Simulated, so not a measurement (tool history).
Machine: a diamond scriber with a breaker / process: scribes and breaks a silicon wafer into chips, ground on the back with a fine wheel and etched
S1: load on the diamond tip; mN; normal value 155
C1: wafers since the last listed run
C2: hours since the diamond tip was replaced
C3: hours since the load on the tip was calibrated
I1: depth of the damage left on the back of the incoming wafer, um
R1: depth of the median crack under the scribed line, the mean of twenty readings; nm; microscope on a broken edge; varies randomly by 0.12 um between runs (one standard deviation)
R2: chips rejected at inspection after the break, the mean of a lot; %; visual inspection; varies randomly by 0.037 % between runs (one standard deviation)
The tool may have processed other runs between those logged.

run    hour   S1    C1      C2      C3    I1    R1    R2
  1       0  170     0   537.4  1050.4  0.35  7550  1.84
  2      50  136   186   587.4  1100.4  0.43  6190  2.95
  3     123  191   272   660.4  1173.4   0.5  8250  6.55
  4   219.6  191   359     757    1270  0.41  8340   6.2
  5   294.9  143   280   832.3  1345.3  0.41  6620  1.66
  6   397.9  183   383   935.3  1448.3  0.47  8200  4.82
  7   485.4  155   326  1022.8  1535.8  0.66  7030  0.64
      508.7  -- diamond tip replaced by a new one
  8     589  155   378    80.3  1639.4   0.6  6880   0.6
  9   663.5  155   277   154.8  1713.9  0.68  7030  0.67
 10   754.7  155   339     246  1805.1  0.73  7000  0.65
 11   833.7  155   294     325  1884.1  0.35  6990  0.61
 12   876.5  155   159   367.8  1926.9  0.51  7060  0.67
        884  -- load on the tip recalibrated
 13   924.4  155   171   415.7    40.4  0.37  6990  0.58
 14  1012.6  155   328   503.9   128.6  0.44  7010  0.65
 15  1062.3  155   185   553.6   178.3  0.44  7040   0.6
 16  1353.7  143  1085     845   469.7  0.44  6370  1.62
 17  1399.8  191   171   891.1   515.8  0.66  8280  6.38
 18  1455.6  135   207   946.9   571.6  0.76  6250  3.72
     1476.7  -- diamond tip replaced by a new one
 19  1517.1  155   221    40.4   633.1  0.79  7040  0.71
 20  1587.8  199   263   111.1   703.8  0.52  8520  9.04
 21    1687  140   369   210.3     803  0.46  6370  2.05
 22  1786.8  113   371   310.1   902.8  0.62  5200  15.6
 23  1832.3  138   169   355.6   948.3  0.43  6280  2.68
 24  1910.1  123   289   433.4  1026.1  0.59  5490  8.78
 25  1963.2  118   197   486.5  1079.2  0.51  5370    13
 26  2120.1  122   584   643.4  1236.1  0.79  5510  9.25
 27  2191.8  155   267   715.1  1307.8   0.3  6920  0.64
 28  2247.3  155   206   770.6  1363.3  0.75  7230  0.64
 29  2328.9  200   304   852.2  1444.9  0.36  8460   8.8
 30  2372.4  127   162   895.7  1488.4  0.42  5700  6.53
 31  2466.7  182   351     990  1582.7  0.57  8050     4

Take each entry between the runs: how does the hidden state at the last listed run before it differ from the hidden state at the first listed run after it?
Logged between run 7 and run 8: diamond tip replaced by a new one (hour 508.7)
  nothing in the hidden state changes from one run to the other
Logged between run 12 and run 13: load on the tip recalibrated (hour 884)
  nothing in the hidden state changes from one run to the other
Logged between run 18 and run 19: diamond tip replaced by a new one (hour 1476.7)
  nothing in the hidden state changes from one run to the other
